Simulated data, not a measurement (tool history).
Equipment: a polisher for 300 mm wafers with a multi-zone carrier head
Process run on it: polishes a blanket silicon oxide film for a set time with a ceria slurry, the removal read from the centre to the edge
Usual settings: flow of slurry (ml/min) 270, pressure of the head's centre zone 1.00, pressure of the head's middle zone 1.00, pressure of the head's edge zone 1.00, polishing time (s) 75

| run | day | flow of slurry (ml/min) | pressure of the head's centre zone | pressure of the head's middle zone | pressure of the head's edge zone | polishing time (s) | incoming thickness of the incoming film, nm | film removed at the wafer's centre (angstrom) | film removed at mid-radius (angstrom) | film removed at the wafer's edge (angstrom) |
|---|---|---|---|---|---|---|---|---|---|---|
| 1 | 0.000 | 315 | 1.00 | 1.00 | 1.00 | 75 | 1660.0 | 2653 | 2669 | 2653 |
| 2 | 1.512 | 270 | 1.07 | 0.88 | 0.89 | 82 | 1644.3 | 2989 | 2689 | 2688 |
|  | 2.504 | worn pad replaced by a new one |
|  | 2.917 | edge zone pressure recalibrated |
| 3 | 2.938 | 270 | 1.00 | 1.00 | 1.00 | 75 | 1625.9 | 2592 | 2650 | 2576 |
| 4 | 4.142 | 270 | 1.00 | 1.07 | 1.00 | 60 | 1640.0 | 2049 | 2157 | 2074 |
|  | 5.388 | slurry nozzle cleaned |
| 5 | 6.096 | 325 | 1.09 | 1.00 | 1.00 | 54 | 1642.3 | 2143 | 2027 | 1982 |
|  | 8.075 | centre zone pressure recalibrated |
| 6 | 12.458 | 270 | 1.00 | 0.95 | 1.05 | 75 | 1642.9 | 2721 | 2622 | 2759 |
| 7 | 14.479 | 270 | 1.00 | 0.90 | 1.00 | 54 | 1662.7 | 1941 | 1812 | 1937 |
| 8 | 16.479 | 270 | 1.00 | 1.00 | 1.00 | 75 | 1625.7 | 2746 | 2721 | 2674 |
|  | 19.617 | worn pad replaced by a new one |
| 9 | 23.708 | 270 | 1.00 | 1.00 | 1.00 | 75 | 1658.9 | 2666 | 2683 | 2650 |
| 10 | 26.342 | 270 | 1.00 | 1.00 | 1.00 | 75 | 1618.0 | 2594 | 2686 | 2618 |
|  | 26.758 | centre zone pressure recalibrated |
|  | 27.171 | carrier head's membrane replaced by a new one |
| 11 | 28.733 | 340 | 1.05 | 1.00 | 1.09 | 101 | 1622.9 | 3832 | 3657 | 3739 |
| 12 | 29.758 | 270 | 1.00 | 1.00 | 1.00 | 75 | 1625.1 | 2597 | 2647 | 2627 |
| 13 | 32.400 | 270 | 1.00 | 1.00 | 0.97 | 75 | 1634.7 | 2586 | 2618 | 2561 |
| 14 | 34.050 | 225 | 0.95 | 0.90 | 1.00 | 75 | 1640.9 | 2362 | 2325 | 2552 |
| 15 | 35.167 | 195 | 1.00 | 1.00 | 1.00 | 55 | 1653.8 | 1744 | 1780 | 1805 |
| 16 | 37.554 | 210 | 1.00 | 0.94 | 1.03 | 75 | 1652.9 | 2348 | 2322 | 2485 |
|  | 38.421 | worn pad replaced by a new one |
|  | 38.446 | edge zone pressure recalibrated |
| 17 | 38.658 | 340 | 1.00 | 1.00 | 1.11 | 75 | 1658.9 | 2548 | 2588 | 2737 |
| 18 | 41.512 | 270 | 1.00 | 1.00 | 1.00 | 75 | 1649.6 | 2309 | 2458 | 2469 |
|  | 41.650 | slurry nozzle cleaned |
| 19 | 42.771 | 270 | 1.00 | 1.00 | 1.00 | 75 | 1662.7 | 2687 | 2675 | 2677 |
| 20 | 43.888 | 305 | 1.00 | 1.00 | 1.00 | 75 | 1621.4 | 2769 | 2804 | 2715 |
| 21 | 46.779 | 195 | 1.00 | 1.11 | 1.00 | 75 | 1660.8 | 2535 | 2825 | 2608 |

Branching from run 21: 5 alternative next runs. What would each branch give?
| A | 46.800 | 270 | 1.00 | 1.00 | 1.00 | 75 | 1648.1 | ? | ? | ? |
| B | 46.800 | 330 | 1.00 | 1.00 | 1.00 | 75 | 1648.1 | ? | ? | ? |
| C | 46.800 | 210 | 1.00 | 1.00 | 1.06 | 75 | 1648.1 | ? | ? | ? |
| D | 46.800 | 270 | 1.06 | 1.03 | 1.05 | 64 | 1648.1 | ? | ? | ? |
| E | 46.800 | 270 | 1.00 | 1.04 | 1.00 | 75 | 1648.1 | ? | ? | ? |

| run | film removed at the wafer's centre (angstrom) | film removed at mid-radius (angstrom) | film removed at the wafer's edge (angstrom) |
|---|---|---|---|
| A | 2750 | 2716 | 2703 |
| B | 2809 | 2769 | 2744 |
| C | 2661 | 2637 | 2720 |
| D | 2467 | 2367 | 2362 |
| E | 2750 | 2795 | 2702 |
The same runs, with their run-to-run variation unchanged, on a tool lacking any hidden condition would have given:
| run | film removed at the wafer's centre (angstrom) | film removed at mid-radius (angstrom) | film removed at the wafer's edge (angstrom) |
|---|---|---|---|
| A | 2759 | 2724 | 2709 |
| B | 2817 | 2776 | 2749 |
| C | 2672 | 2647 | 2728 |
| D | 2475 | 2374 | 2367 |
| E | 2759 | 2803 | 2708 |
